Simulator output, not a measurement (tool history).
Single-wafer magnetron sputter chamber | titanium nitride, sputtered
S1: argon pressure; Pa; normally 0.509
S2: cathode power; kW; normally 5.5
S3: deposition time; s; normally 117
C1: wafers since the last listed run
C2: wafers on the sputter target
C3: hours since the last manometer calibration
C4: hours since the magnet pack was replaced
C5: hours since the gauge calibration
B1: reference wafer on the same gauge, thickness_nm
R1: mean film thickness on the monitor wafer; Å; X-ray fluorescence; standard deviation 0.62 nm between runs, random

| run | day | S1 | S2 | S3 | C1 | C2 | C3 | C4 | C5 | B1 | R1 |
|---|---|---|---|---|---|---|---|---|---|---|---|
| 1 | 0 | 0.509 | 5.5 | 123 | 0 | 2692 | 986.1 | 8873.5 | 476.9 | 113.608 | 1145.69 |
| 2 | 0.533 | 0.509 | 5.5 | 117 | 105 | 2797 | 998.9 | 8886.3 | 489.7 | 113.629 | 1076.16 |
| 3 | 1.858 | 0.509 | 5.5 | 117 | 262 | 3060 | 1030.7 | 8918.1 | 521.5 | 113.379 | 1070.68 |
| 4 | 2.542 | 0.509 | 5.5 | 117 | 135 | 3195 | 1047.1 | 8934.5 | 537.9 | 113.462 | 1064.25 |
| 5 | 3.225 | 0.657 | 5.5 | 117 | 135 | 3330 | 1063.5 | 8950.9 | 554.3 | 113.121 | 1006.8 |
| 6 | 4.683 | 0.657 | 5.5 | 117 | 288 | 3619 | 1098.5 | 8985.9 | 589.3 | 113.094 | 1013.71 |
| 7 | 5.246 | 0.509 | 5.5 | 117 | 111 | 3730 | 1112 | 8999.4 | 602.8 | 113.044 | 1079.41 |
| 8 | 6.167 | 0.509 | 5.5 | 117 | 182 | 3913 | 1134.1 | 9021.5 | 624.9 | 112.509 | 1074.92 |
| 9 | 6.758 | 0.579 | 5.5 | 117 | 117 | 4030 | 1148.3 | 9035.7 | 639.1 | 112.524 | 1040.43 |
| 10 | 7.338 | 0.509 | 5.5 | 117 | 114 | 4144 | 1162.2 | 9049.6 | 653 | 112.61 | 1058.34 |
| 11 | 8.354 | 0.509 | 5.5 | 117 | 201 | 4346 | 1186.6 | 9074 | 677.4 | 112.292 | 1075.94 |
|  | 8.817 | gauge calibrated |
| 12 | 8.958 | 0.509 | 5.5 | 117 | 119 | 4465 | 1201.1 | 9088.5 | 3.4 | 115.038 | 1087.38 |
| 13 | 9.712 | 0.509 | 5.5 | 117 | 149 | 4615 | 1219.2 | 9106.6 | 21.5 | 114.601 | 1081.42 |
|  | 10.658 | sputter target and shields replaced |
| 14 | 10.679 | 0.509 | 5.5 | 117 | 125 | 4 | 1242.4 | 9129.8 | 44.7 | 114.813 | 1080.94 |
| 15 | 11.012 | 0.509 | 4.45 | 109 | 65 | 70 | 1250.4 | 9137.8 | 52.7 | 114.623 | 830.89 |
| 16 | 11.746 | 0.42 | 5.5 | 117 | 145 | 215 | 1268 | 9155.4 | 70.3 | 114.825 | 1131.8 |
| 17 | 12.4 | 0.42 | 5.5 | 117 | 129 | 345 | 1283.7 | 9171.1 | 86 | 114.672 | 1121.53 |
| 18 | 13.767 | 0.647 | 5.5 | 109 | 270 | 615 | 1316.5 | 9203.9 | 118.8 | 114.623 | 972.01 |
|  | 15.146 | capacitance manometer re-zeroed and calibrated |
|  | 16.521 | magnet pack replaced |
| 19 | 16.542 | 0.509 | 6.45 | 117 | 417 | 1033 | 33.5 | 0.5 | 185.4 | 114.713 | 1261.66 |
| 20 | 17.388 | 0.59 | 4.45 | 131 | 167 | 1200 | 53.8 | 20.8 | 205.7 | 114.792 | 974.16 |
| 21 | 18.283 | 0.509 | 5.9 | 117 | 177 | 1377 | 75.3 | 42.3 | 227.2 | 114.726 | 1150.42 |
| 22 | 19.188 | 0.509 | 5.5 | 117 | 178 | 1556 | 97 | 64 | 248.9 | 114.376 | 1082.57 |
| 23 | 20.046 | 0.66 | 5.5 | 134 | 169 | 1726 | 117.6 | 84.6 | 269.5 | 114.43 | 1180.64 |
| 24 | 20.958 | 0.341 | 5.5 | 140 | 180 | 1907 | 139.5 | 106.5 | 291.4 | 114.169 | 1372.96 |
| 25 | 22.396 | 0.632 | 6.7 | 136 | 284 | 2191 | 174 | 141 | 325.9 | 114.412 | 1448.36 |
| 26 | 23.112 | 0.678 | 4.85 | 117 | 141 | 2333 | 191.2 | 158.2 | 343.1 | 114.075 | 911.86 |
| 27 | 26.612 | 0.62 | 4.9 | 95 | 692 | 3026 | 275.2 | 242.2 | 427.1 | 113.648 | 756.53 |
| 28 | 27.7 | 0.509 | 6.8 | 117 | 215 | 3241 | 301.3 | 268.3 | 453.2 | 113.435 | 1308.11 |
| 29 | 28.479 | 0.509 | 5.5 | 117 | 154 | 3396 | 320 | 287 | 471.9 | 113.599 | 1067.53 |

How the hidden state differs across the entries between the runs, from the last listed run before each to the first after it:
Runs 11 to 12: gauge calibrated (day 8.817)
  gauge reads high (%): -2.39 -> -0.12
  difference, measured minus the result without the unlogged condition, R1: -26.34 -> -1.31 Å
Runs 13 to 14: sputter target and shields replaced (day 10.658)
  gauge reads high (%): -0.123 -> -0.131
  difference, measured minus the result without the unlogged condition, R1: -1.33 -> -1.42 Å
Runs 18 to 19: capacitance manometer re-zeroed and calibrated (day 15.146); magnet pack replaced (day 16.521)
  gauge reads high (%): -0.2 -> -0.315
  difference, measured minus the result without the unlogged condition, R1: -1.95 -> -3.99 Å

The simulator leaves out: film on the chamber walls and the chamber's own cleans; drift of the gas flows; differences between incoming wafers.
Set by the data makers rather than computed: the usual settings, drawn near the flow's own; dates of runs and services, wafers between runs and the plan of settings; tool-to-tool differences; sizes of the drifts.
